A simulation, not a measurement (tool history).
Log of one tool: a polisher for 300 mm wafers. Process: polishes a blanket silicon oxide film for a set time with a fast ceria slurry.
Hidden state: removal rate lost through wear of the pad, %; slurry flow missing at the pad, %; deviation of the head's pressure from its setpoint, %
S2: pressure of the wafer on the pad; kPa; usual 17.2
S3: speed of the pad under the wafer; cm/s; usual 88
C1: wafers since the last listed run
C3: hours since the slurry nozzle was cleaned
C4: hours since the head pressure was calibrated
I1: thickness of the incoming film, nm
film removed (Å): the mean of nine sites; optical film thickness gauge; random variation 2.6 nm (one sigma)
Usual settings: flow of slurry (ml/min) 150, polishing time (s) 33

run 1 hour=0.0 | flow_of_slurry_(ml/min)=150 S2=17.2 S3=88 polishing_time_(s)=33 | C1=0 wafers_polished_on_this_pad=646 C3=101.2 C4=1.6 | I1=3963.6 | film_removed_(Å)=3408
run 2 hour=47.9 | flow_of_slurry_(ml/min)=150 S2=17.2 S3=88 polishing_time_(s)=33 | C1=736 wafers_polished_on_this_pad=1382 C3=149.1 C4=49.5 | I1=4034.9 | film_removed_(Å)=3306
run 3 hour=137.7 | flow_of_slurry_(ml/min)=150 S2=17.2 S3=88 polishing_time_(s)=33 | C1=1380 wafers_polished_on_this_pad=2763 C3=238.9 C4=139.3 | I1=4039.2 | film_removed_(Å)=3278
run 4 hour=220.4 | flow_of_slurry_(ml/min)=150 S2=17.2 S3=88 polishing_time_(s)=33 | C1=1271 wafers_polished_on_this_pad=4035 C3=321.6 C4=222.0 | I1=3999.3 | film_removed_(Å)=3171
-- hour=243.3 worn pad replaced by a new one
run 5 hour=325.8 | flow_of_slurry_(ml/min)=150 S2=17.2 S3=88 polishing_time_(s)=33 | C1=1559 wafers_polished_on_this_pad=1268 C3=427.0 C4=327.4 | I1=3920.3 | film_removed_(Å)=3287
run 6 hour=430.5 | flow_of_slurry_(ml/min)=150 S2=17.2 S3=88 polishing_time_(s)=33 | C1=1609 wafers_polished_on_this_pad=2878 C3=531.7 C4=432.1 | I1=3998.5 | film_removed_(Å)=3234
run 7 hour=506.4 | flow_of_slurry_(ml/min)=150 S2=17.2 S3=88 polishing_time_(s)=30 | C1=1167 wafers_polished_on_this_pad=4045 C3=607.6 C4=508.0 | I1=3995.2 | film_removed_(Å)=2931
-- hour=553.6 worn pad replaced by a new one
run 8 hour=612.2 | flow_of_slurry_(ml/min)=150 S2=17.2 S3=88 polishing_time_(s)=30 | C1=1565 wafers_polished_on_this_pad=900 C3=713.4 C4=613.8 | I1=4031.7 | film_removed_(Å)=3028
-- hour=637.0 slurry nozzle cleaned
run 9 hour=674.9 | flow_of_slurry_(ml/min)=130 S2=21.4 S3=88 polishing_time_(s)=33 | C1=948 wafers_polished_on_this_pad=1849 C3=37.9 C4=676.5 | I1=3939.2 | film_removed_(Å)=3967
run 10 hour=755.3 | flow_of_slurry_(ml/min)=130 S2=21.4 S3=88 polishing_time_(s)=33 | C1=1236 wafers_polished_on_this_pad=3085 C3=118.3 C4=756.9 | I1=3991.5 | film_removed_(Å)=3890
-- hour=822.5 worn pad replaced by a new one
run 11 hour=837.4 | flow_of_slurry_(ml/min)=150 S2=11.7 S3=88 polishing_time_(s)=33 | C1=1200 wafers_polished_on_this_pad=229 C3=200.4 C4=839.0 | I1=4042.3 | film_removed_(Å)=2334
-- hour=905.1 head pressure recalibrated
run 12 hour=914.8 | flow_of_slurry_(ml/min)=150 S2=17.2 S3=88 polishing_time_(s)=33 | C1=1159 wafers_polished_on_this_pad=1389 C3=277.8 C4=9.7 | I1=4036.1 | film_removed_(Å)=3379
run 13 hour=964.4 | flow_of_slurry_(ml/min)=150 S2=20.0 S3=88 polishing_time_(s)=33 | C1=762 wafers_polished_on_this_pad=2151 C3=327.4 C4=59.3 | I1=4025.1 | film_removed_(Å)=3879
run 14 hour=1046.3 | flow_of_slurry_(ml/min)=150 S2=17.2 S3=68 polishing_time_(s)=33 | C1=1259 wafers_polished_on_this_pad=3411 C3=409.3 C4=141.2 | I1=3984.7 | film_removed_(Å)=2795
run 15 hour=1127.3 | flow_of_slurry_(ml/min)=150 S2=17.2 S3=88 polishing_time_(s)=33 | C1=1245 wafers_polished_on_this_pad=4656 C3=490.3 C4=222.2 | I1=4071.9 | film_removed_(Å)=3164
-- hour=1168.8 worn pad replaced by a new one
run 16 hour=1230.8 | flow_of_slurry_(ml/min)=150 S2=20.7 S3=88 polishing_time_(s)=33 | C1=1529 wafers_polished_on_this_pad=953 C3=593.8 C4=325.7 | I1=4052.7 | film_removed_(Å)=4083
run 17 hour=1289.0 | flow_of_slurry_(ml/min)=150 S2=17.2 S3=88 polishing_time_(s)=33 | C1=894 wafers_polished_on_this_pad=1848 C3=652.0 C4=383.9 | I1=3944.2 | film_removed_(Å)=3314
-- hour=1309.3 slurry nozzle cleaned
run 18 hour=1357.4 | flow_of_slurry_(ml/min)=105 S2=22.8 S3=112 polishing_time_(s)=42 | C1=1036 wafers_polished_on_this_pad=2885 C3=48.1 C4=452.3 | I1=3964.0 | film_removed_(Å)=5794
run 19 hour=1453.4 | flow_of_slurry_(ml/min)=150 S2=17.2 S3=74 polishing_time_(s)=33 | C1=1476 wafers_polished_on_this_pad=4361 C3=144.1 C4=548.3 | I1=4026.4 | film_removed_(Å)=2862
-- hour=1478.6 worn pad replaced by a new one
run 20 hour=1520.0 | flow_of_slurry_(ml/min)=150 S2=17.2 S3=110 polishing_time_(s)=33 | C1=962 wafers_polished_on_this_pad=637 C3=210.7 C4=614.9 | I1=3971.2 | film_removed_(Å)=3854

5 ways to go on from here, each from the tool as it stands after run 20. What would each give?
run A hour=1520.4 | flow_of_slurry_(ml/min)=150 S2=17.2 S3=88 polishing_time_(s)=23 | C1=6 wafers_polished_on_this_pad=643 C3=211.1 C4=615.3 | I1=4044.6 | film_removed_(Å)=?
run B hour=1520.4 | flow_of_slurry_(ml/min)=150 S2=15.2 S3=88 polishing_time_(s)=24 | C1=6 wafers_polished_on_this_pad=643 C3=211.1 C4=615.3 | I1=4044.6 | film_removed_(Å)=?
run C hour=1520.4 | flow_of_slurry_(ml/min)=150 S2=23.4 S3=88 polishing_time_(s)=33 | C1=6 wafers_polished_on_this_pad=643 C3=211.1 C4=615.3 | I1=4044.6 | film_removed_(Å)=?
run D hour=1520.4 | flow_of_slurry_(ml/min)=195 S2=15.2 S3=88 polishing_time_(s)=33 | C1=6 wafers_polished_on_this_pad=643 C3=211.1 C4=615.3 | I1=4044.6 | film_removed_(Å)=?
run E hour=1520.4 | flow_of_slurry_(ml/min)=105 S2=13.1 S3=60 polishing_time_(s)=40 | C1=6 wafers_polished_on_this_pad=643 C3=211.1 C4=615.3 | I1=4044.6 | film_removed_(Å)=?

run=A film_removed_(Å)=2385
run=B film_removed_(Å)=2190
run=C film_removed_(Å)=4653
run=D film_removed_(Å)=3145
run=E film_removed_(Å)=2346
Without the tool's hidden state the same runs would have given:
run=A film_removed_(Å)=2418
run=B film_removed_(Å)=2220
run=C film_removed_(Å)=4718
run=D film_removed_(Å)=3188
run=E film_removed_(Å)=2378
